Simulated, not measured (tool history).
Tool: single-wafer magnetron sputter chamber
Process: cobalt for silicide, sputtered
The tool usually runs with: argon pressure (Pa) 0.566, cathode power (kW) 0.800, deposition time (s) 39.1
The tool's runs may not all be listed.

run   hour  argon pressure (Pa)  cathode power (kW)  deposition time (s)  read-back reference wafer on the same gauge, thickness_nm  mean film thickness on the monitor wafer (angstrom)
  1    0.0                0.723               0.800                 39.1                                                     13.604                                               135.01
  2   25.6                0.723               0.800                 39.1                                                     13.600                                               134.46
  3   61.4                0.723               0.800                 39.1                                                     13.598                                               134.10
  4   86.3                0.566               0.800                 39.1                                                     13.597                                               140.42
  5  131.4                0.566               0.800                 39.1                                                     13.600                                               139.39
  6  186.3                0.566               0.800                 39.1                                                     13.600                                               138.86
  7  218.1                0.566               0.800                 39.1                                                     13.604                                               138.46
     252.5  -- sputter target and shields replaced
  8  342.5                0.566               0.800                 39.1                                                     13.601                                               139.67
     377.0  -- gauge calibrated
  9  391.8                0.566               0.800                 39.1                                                     13.602                                               139.43
 10  428.7                0.566               0.800                 39.1                                                     13.600                                               139.61
 11  460.0                0.354               0.650                 46.2                                                     13.595                                               154.42
     469.9  -- capacitance manometer re-zeroed and calibrated
 12  507.3                0.350               0.650                 39.1                                                     13.604                                               132.16
 13  545.0                0.566               0.800                 34.3                                                     13.597                                               123.28
     559.9  -- magnet pack replaced
 14  593.1                0.566               0.800                 39.1                                                     13.606                                               140.17
     623.8  -- sputter target and shields replaced
 15  658.8                0.370               0.850                 33.3                                                     13.604                                               132.15
 16  692.7                0.479               0.800                 39.1                                                     13.594                                               145.59
 17  746.9                0.566               0.800                 39.1                                                     13.606                                               142.23
 18  796.2                0.566               0.900                 35.1                                                     13.607                                               136.79

Exercise: give the hidden state of the tool at every run:
gauge reads high (%): 0 across all the runs
H1: deposition rate above that of a new target (%)
H2: true argon pressure above the setpoint (%)
run       H1    H2
  1   -0.162  12.3
  2   -0.231  12.5
  3    -0.36  12.7
  4   -0.474  12.8
  5    -0.73  13.1
  6    -1.13  13.4
  7     -1.4  13.6
  8   -0.171  14.4
  9   -0.347  14.7
 10   -0.528  14.9
 11   -0.715  15.1
 12    -1.05  1.32
 13    -1.38  1.55
 14    -1.85  1.84
 15  -0.0638  2.23
 16   -0.119  2.44
 17    -0.28  2.76
 18   -0.507  3.06

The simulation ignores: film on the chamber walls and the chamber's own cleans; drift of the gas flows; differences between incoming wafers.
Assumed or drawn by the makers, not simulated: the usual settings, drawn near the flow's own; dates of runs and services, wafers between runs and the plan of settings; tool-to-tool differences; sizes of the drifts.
